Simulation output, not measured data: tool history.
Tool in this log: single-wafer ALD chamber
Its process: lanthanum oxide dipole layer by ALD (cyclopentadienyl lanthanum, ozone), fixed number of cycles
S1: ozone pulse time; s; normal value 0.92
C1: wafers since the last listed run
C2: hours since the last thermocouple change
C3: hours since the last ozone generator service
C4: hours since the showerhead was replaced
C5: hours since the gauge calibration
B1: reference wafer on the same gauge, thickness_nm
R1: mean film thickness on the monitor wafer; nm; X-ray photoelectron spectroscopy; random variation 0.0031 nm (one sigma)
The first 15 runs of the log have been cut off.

| run | hour | S1 | C1 | C2 | C3 | C4 | C5 | B1 | R1 |
|---|---|---|---|---|---|---|---|---|---|
| 16 | 333.5 | 1.13 | 325 | 321 | 527 | 359.8 | 1350.9 | 0.519 | 0.529 |
|  | 339.3 | gauge calibrated |
|  | 343.8 | ozone generator serviced |
| 17 | 351.9 | 1.27 | 264 | 339.4 | 8.1 | 378.2 | 12.6 | 0.546 | 0.574 |
| 18 | 375.1 | 0.92 | 590 | 362.6 | 31.3 | 401.4 | 35.8 | 0.544 | 0.529 |
| 19 | 399.6 | 1.18 | 623 | 387.1 | 55.8 | 425.9 | 60.3 | 0.544 | 0.568 |
| 20 | 414.1 | 1.22 | 369 | 401.6 | 70.3 | 440.4 | 74.8 | 0.543 | 0.564 |
| 21 | 430.3 | 1.23 | 412 | 417.8 | 86.5 | 456.6 | 91 | 0.541 | 0.569 |
| 22 | 455.2 | 0.78 | 634 | 442.7 | 111.4 | 481.5 | 115.9 | 0.54 | 0.495 |
| 23 | 485.5 | 1.04 | 771 | 473 | 141.7 | 511.8 | 146.2 | 0.538 | 0.544 |
| 24 | 502.3 | 1.15 | 427 | 489.8 | 158.5 | 528.6 | 163 | 0.536 | 0.554 |
| 25 | 525.2 | 1.12 | 583 | 512.7 | 181.4 | 551.5 | 185.9 | 0.536 | 0.551 |
| 26 | 548.5 | 1.19 | 593 | 536 | 204.7 | 574.8 | 209.2 | 0.534 | 0.556 |
| 27 | 570 | 0.92 | 547 | 557.5 | 226.2 | 596.3 | 230.7 | 0.534 | 0.518 |
| 28 | 597.1 | 0.63 | 690 | 584.6 | 253.3 | 623.4 | 257.8 | 0.533 | 0.456 |
| 29 | 612.7 | 1.16 | 397 | 600.2 | 268.9 | 639 | 273.4 | 0.533 | 0.547 |
| 30 | 714 | 0.92 | 2579 | 701.5 | 370.2 | 740.3 | 374.7 | 0.529 | 0.514 |
| 31 | 745.5 | 0.62 | 802 | 733 | 401.7 | 771.8 | 406.2 | 0.528 | 0.449 |
| 32 | 758.4 | 0.75 | 328 | 745.9 | 414.6 | 784.7 | 419.1 | 0.527 | 0.485 |
| 33 | 782.8 | 1.14 | 621 | 770.3 | 439 | 809.1 | 443.5 | 0.528 | 0.539 |

Predict each of these 5 candidate next runs independently; none follows another, all start after run 33:
| A | 783.2 | 1.06 | 10 | 770.7 | 439.4 | 809.5 | 443.9 | ? | ? |
| B | 783.2 | 1.26 | 10 | 770.7 | 439.4 | 809.5 | 443.9 | ? | ? |
| C | 783.2 | 0.6 | 10 | 770.7 | 439.4 | 809.5 | 443.9 | ? | ? |
| D | 783.2 | 1.07 | 10 | 770.7 | 439.4 | 809.5 | 443.9 | ? | ? |
| E | 783.2 | 1.05 | 10 | 770.7 | 439.4 | 809.5 | 443.9 | ? | ? |

| run | B1 | R1 |
|---|---|---|
| A | 0.529 | 0.53 |
| B | 0.529 | 0.552 |
| C | 0.529 | 0.443 |
| D | 0.529 | 0.532 |
| E | 0.529 | 0.529 |
Take away the tool's hidden state, keep each run's random variation, and the runs would have read:
| run | R1 |
|---|---|
| A | 0.552 |
| B | 0.575 |
| C | 0.461 |
| D | 0.553 |
| E | 0.551 |
